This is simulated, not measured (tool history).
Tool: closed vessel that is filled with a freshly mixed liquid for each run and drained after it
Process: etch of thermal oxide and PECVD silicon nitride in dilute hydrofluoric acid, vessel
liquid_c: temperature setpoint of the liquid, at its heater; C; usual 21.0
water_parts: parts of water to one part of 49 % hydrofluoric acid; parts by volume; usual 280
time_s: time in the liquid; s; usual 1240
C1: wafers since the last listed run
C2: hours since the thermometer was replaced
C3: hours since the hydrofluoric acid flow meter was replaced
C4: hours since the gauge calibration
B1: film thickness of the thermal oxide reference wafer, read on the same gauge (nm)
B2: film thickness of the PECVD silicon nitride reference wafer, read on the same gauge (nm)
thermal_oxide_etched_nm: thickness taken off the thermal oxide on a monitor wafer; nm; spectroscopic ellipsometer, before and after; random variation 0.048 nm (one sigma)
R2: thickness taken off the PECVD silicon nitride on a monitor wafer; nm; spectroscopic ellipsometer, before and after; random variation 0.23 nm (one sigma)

{"run": 1, "day": 0.0, "liquid_c": 21.0, "water_parts": 280, "time_s": 1600, "C1": 0, "C2": 1290.2, "C3": 1816.7, "C4": 23.7, "B1": 80.03, "B2": 40.0, "thermal_oxide_etched_nm": 21.28, "R2": 37.0}
{"run": 2, "day": 0.608, "liquid_c": 21.0, "water_parts": 280, "time_s": 1600, "C1": 584, "C2": 1304.8, "C3": 1831.3, "C4": 38.3, "B1": 79.98, "B2": 40.0, "thermal_oxide_etched_nm": 21.35, "R2": 37.58}
{"run": 3, "day": 1.204, "liquid_c": 21.0, "water_parts": 280, "time_s": 1600, "C1": 572, "C2": 1319.1, "C3": 1845.6, "C4": 52.6, "B1": 80.03, "B2": 40.02, "thermal_oxide_etched_nm": 21.36, "R2": 37.05}
{"run": 4, "day": 1.825, "liquid_c": 21.0, "water_parts": 280, "time_s": 1240, "C1": 596, "C2": 1334.0, "C3": 1860.5, "C4": 67.5, "B1": 79.99, "B2": 39.98, "thermal_oxide_etched_nm": 16.52, "R2": 28.92}
{"run": 5, "day": 2.35, "liquid_c": 21.0, "water_parts": 185, "time_s": 1240, "C1": 504, "C2": 1346.6, "C3": 1873.1, "C4": 80.1, "B1": 79.97, "B2": 39.95, "thermal_oxide_etched_nm": 27.75, "R2": 43.5}
{"run": 6, "day": 2.75, "liquid_c": 21.0, "water_parts": 185, "time_s": 1240, "C1": 384, "C2": 1356.2, "C3": 1882.7, "C4": 89.7, "B1": 80.0, "B2": 40.03, "thermal_oxide_etched_nm": 27.66, "R2": 43.49}
{"day": 2.971, "done": "gauge calibrated"}
{"run": 7, "day": 3.396, "liquid_c": 21.0, "water_parts": 185, "time_s": 1240, "C1": 620, "C2": 1371.7, "C3": 1898.2, "C4": 10.2, "B1": 79.99, "B2": 40.0, "thermal_oxide_etched_nm": 27.69, "R2": 42.71}
{"run": 8, "day": 4.071, "liquid_c": 21.0, "water_parts": 280, "time_s": 1240, "C1": 648, "C2": 1387.9, "C3": 1914.4, "C4": 26.4, "B1": 79.98, "B2": 40.0, "thermal_oxide_etched_nm": 16.48, "R2": 28.97}
{"run": 9, "day": 4.738, "liquid_c": 17.5, "water_parts": 340, "time_s": 1240, "C1": 640, "C2": 1403.9, "C3": 1930.4, "C4": 42.4, "B1": 79.99, "B2": 40.0, "thermal_oxide_etched_nm": 11.48, "R2": 19.18}
{"run": 10, "day": 5.071, "liquid_c": 18.5, "water_parts": 315, "time_s": 830, "C1": 320, "C2": 1411.9, "C3": 1938.4, "C4": 50.4, "B1": 80.06, "B2": 40.01, "thermal_oxide_etched_nm": 8.72, "R2": 14.81}
{"day": 5.362, "done": "hydrofluoric acid flow meter replaced"}
{"run": 11, "day": 5.5, "liquid_c": 21.0, "water_parts": 280, "time_s": 1240, "C1": 372, "C2": 1422.2, "C3": 3.3, "C4": 60.7, "B1": 79.99, "B2": 40.0, "thermal_oxide_etched_nm": 16.71, "R2": 29.06}
{"run": 12, "day": 5.917, "liquid_c": 18.5, "water_parts": 315, "time_s": 830, "C1": 400, "C2": 1432.2, "C3": 13.3, "C4": 70.7, "B1": 79.97, "B2": 39.99, "thermal_oxide_etched_nm": 8.8, "R2": 14.78}
{"run": 13, "day": 6.329, "liquid_c": 18.5, "water_parts": 325, "time_s": 1240, "C1": 396, "C2": 1442.1, "C3": 23.2, "C4": 80.6, "B1": 79.97, "B2": 40.02, "thermal_oxide_etched_nm": 12.52, "R2": 21.76}
{"day": 6.688, "done": "thermometer replaced"}
{"run": 14, "day": 6.854, "liquid_c": 17.0, "water_parts": 390, "time_s": 930, "C1": 464, "C2": 4.0, "C3": 35.8, "C4": 93.2, "B1": 80.01, "B2": 40.0, "thermal_oxide_etched_nm": 6.44, "R2": 10.55}
{"day": 7.304, "done": "gauge calibrated"}
{"run": 15, "day": 7.525, "liquid_c": 21.0, "water_parts": 175, "time_s": 1240, "C1": 644, "C2": 20.1, "C3": 51.9, "C4": 5.3, "B1": 80.01, "B2": 39.99, "thermal_oxide_etched_nm": 26.95, "R2": 39.98}
{"run": 16, "day": 8.258, "liquid_c": 17.5, "water_parts": 330, "time_s": 1240, "C1": 704, "C2": 37.7, "C3": 69.5, "C4": 22.9, "B1": 80.03, "B2": 39.99, "thermal_oxide_etched_nm": 10.92, "R2": 17.16}
{"run": 17, "day": 8.688, "liquid_c": 23.5, "water_parts": 360, "time_s": 1240, "C1": 412, "C2": 48.0, "C3": 79.8, "C4": 33.2, "B1": 80.0, "B2": 40.01, "thermal_oxide_etched_nm": 12.03, "R2": 22.89}

Forecast each of these 3 alternatives for the next run:
{"run": "A", "day": 8.729, "liquid_c": 21.0, "water_parts": 245, "time_s": 1240, "C1": 40, "C2": 49.0, "C3": 80.8, "C4": 34.2, "B1": "?", "B2": "?", "thermal_oxide_etched_nm": "?", "R2": "?"}
{"run": "B", "day": 8.729, "liquid_c": 23.0, "water_parts": 150, "time_s": 1240, "C1": 40, "C2": 49.0, "C3": 80.8, "C4": 34.2, "B1": "?", "B2": "?", "thermal_oxide_etched_nm": "?", "R2": "?"}
{"run": "C", "day": 8.729, "liquid_c": 17.5, "water_parts": 315, "time_s": 1240, "C1": 40, "C2": 49.0, "C3": 80.8, "C4": 34.2, "B1": "?", "B2": "?", "thermal_oxide_etched_nm": "?", "R2": "?"}

run=A B1=80.05 B2=39.99 thermal_oxide_etched_nm=18.06 R2=28.87
run=B B1=80.05 B2=39.99 thermal_oxide_etched_nm=35.12 R2=53.15
run=C B1=80.05 B2=39.99 thermal_oxide_etched_nm=11.58 R2=18.09
Without the tool's hidden state the same runs would have given:
run=A thermal_oxide_etched_nm=17.94 R2=28.54
run=B thermal_oxide_etched_nm=34.87 R2=52.53
run=C thermal_oxide_etched_nm=11.51 R2=17.88
